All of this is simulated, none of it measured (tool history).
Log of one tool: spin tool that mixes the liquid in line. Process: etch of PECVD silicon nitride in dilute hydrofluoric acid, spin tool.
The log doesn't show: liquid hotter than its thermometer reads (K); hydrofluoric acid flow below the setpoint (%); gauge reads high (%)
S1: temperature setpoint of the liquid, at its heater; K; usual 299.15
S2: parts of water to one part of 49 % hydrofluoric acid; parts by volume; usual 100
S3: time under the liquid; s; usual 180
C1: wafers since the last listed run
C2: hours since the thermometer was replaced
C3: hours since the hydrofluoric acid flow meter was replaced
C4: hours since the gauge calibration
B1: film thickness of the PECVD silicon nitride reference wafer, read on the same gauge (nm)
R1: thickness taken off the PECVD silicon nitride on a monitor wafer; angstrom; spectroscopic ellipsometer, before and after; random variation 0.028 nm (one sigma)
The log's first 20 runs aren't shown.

run,hour,S1,S2,S3,C1,C2,C3,C4,B1,R1
# hour 501.4: thermometer replaced
21,509.1,303.65,100,180,137,7.7,167.4,151.4,119.979,73.76
22,535.2,301.65,115,80,183,33.8,193.5,177.5,119.995,24.91
23,551.3,299.15,100,180,113,49.9,209.6,193.6,119.973,54.96
24,579.3,299.15,140,180,196,77.9,237.6,221.6,119.987,39.03
25,614.9,297.65,50,180,250,113.5,273.2,257.2,120.006,100.08
26,647.7,299.15,85,255,230,146.3,306.0,290.0,120.015,92.42
27,679.4,297.65,50,180,222,178.0,337.7,321.7,120.038,101.33
# hour 689.3: thermometer replaced, repeated, since the last time left the tool worse
28,704.9,299.15,100,180,172,15.6,363.2,347.2,120.004,45.33
29,729.8,302.65,100,180,174,40.5,388.1,372.1,119.989,57.35
30,751.7,303.15,85,280,153,62.4,410.0,394.0,119.992,107.30
31,787.3,303.65,130,95,250,98.0,445.6,429.6,120.018,24.89
32,808.3,299.15,100,180,147,119.0,466.6,450.6,120.009,46.16
33,833.3,299.15,130,285,175,144.0,491.6,475.6,120.023,56.39

Forecast each of these 3 alternatives for the next run:
A,833.8,299.15,100,180,3,144.5,492.1,476.1,?,?
B,833.8,294.65,135,280,3,144.5,492.1,476.1,?,?
C,833.8,299.15,100,100,3,144.5,492.1,476.1,?,?

run,B1,R1
A,119.994,46.12
B,119.994,39.73
C,119.994,25.62
Without the tool's hidden state the same runs would have given:
run,R1
A,45.35
B,39.05
C,25.19

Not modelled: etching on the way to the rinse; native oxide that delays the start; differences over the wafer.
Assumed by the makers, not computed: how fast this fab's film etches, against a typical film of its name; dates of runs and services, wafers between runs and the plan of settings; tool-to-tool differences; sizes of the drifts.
